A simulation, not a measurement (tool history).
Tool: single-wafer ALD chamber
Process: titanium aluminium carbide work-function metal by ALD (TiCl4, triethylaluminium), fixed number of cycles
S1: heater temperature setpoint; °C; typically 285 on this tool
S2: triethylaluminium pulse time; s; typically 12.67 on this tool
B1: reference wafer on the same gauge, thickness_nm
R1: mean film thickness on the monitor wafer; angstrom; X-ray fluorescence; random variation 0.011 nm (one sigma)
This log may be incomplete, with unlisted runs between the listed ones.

run,hour,S1,S2,B1,R1
1,0,285,12.67,2.011,19.79
2,38.2,285,12.67,2.009,20.06
3,105,285,10.95,2.008,19.37
4,175.5,285,9.9,2.008,19.36
5,238.6,285,12.67,2.011,19.85
6,295.8,285,12.67,2.009,19.89
# hour 318.4: thermocouple changed; heater temperature recalibrated
7,359.2,285,12.67,2.009,19.65
8,390.7,285,12.67,2.009,19.89
9,434.9,285,12.67,2.011,19.88
10,480.1,285,12.67,2.01,19.73
# hour 534.7: showerhead replaced
11,535.2,299,12.67,2.011,20.75
12,589.5,299,12.67,2.01,21.04
# hour 599.9: triethylaluminium bottle replaced
13,629.9,277,17.65,2.009,19.41
14,664.7,285,12.67,2.01,19.04
15,718.6,277,13.95,2.01,18.62
# hour 759.8: gauge calibrated
16,763.5,285,12.67,2.009,18.95
17,790.4,290,14.5,2.01,19.61
# hour 806.5: triethylaluminium bottle replaced, repeated, since the last time left the tool worse
18,855.7,276,17.06,2.011,19.61
19,898.2,270,15.78,2.012,18.95
20,952.1,281,10.51,2.009,19.47

3 options for the next run, each taken on its own from the tool as it stands now. Forecast them:
A,952.5,285,12.67,?,?
B,952.5,285,8.87,?,?
C,952.5,292,11.04,?,?

run,B1,R1
A,2.012,20.01
B,2.012,19.28
C,2.012,20.37
With the hidden condition removed and each run's random variation left untouched, the same runs would have given:
run,R1
A,20.13
B,19.54
C,20.55

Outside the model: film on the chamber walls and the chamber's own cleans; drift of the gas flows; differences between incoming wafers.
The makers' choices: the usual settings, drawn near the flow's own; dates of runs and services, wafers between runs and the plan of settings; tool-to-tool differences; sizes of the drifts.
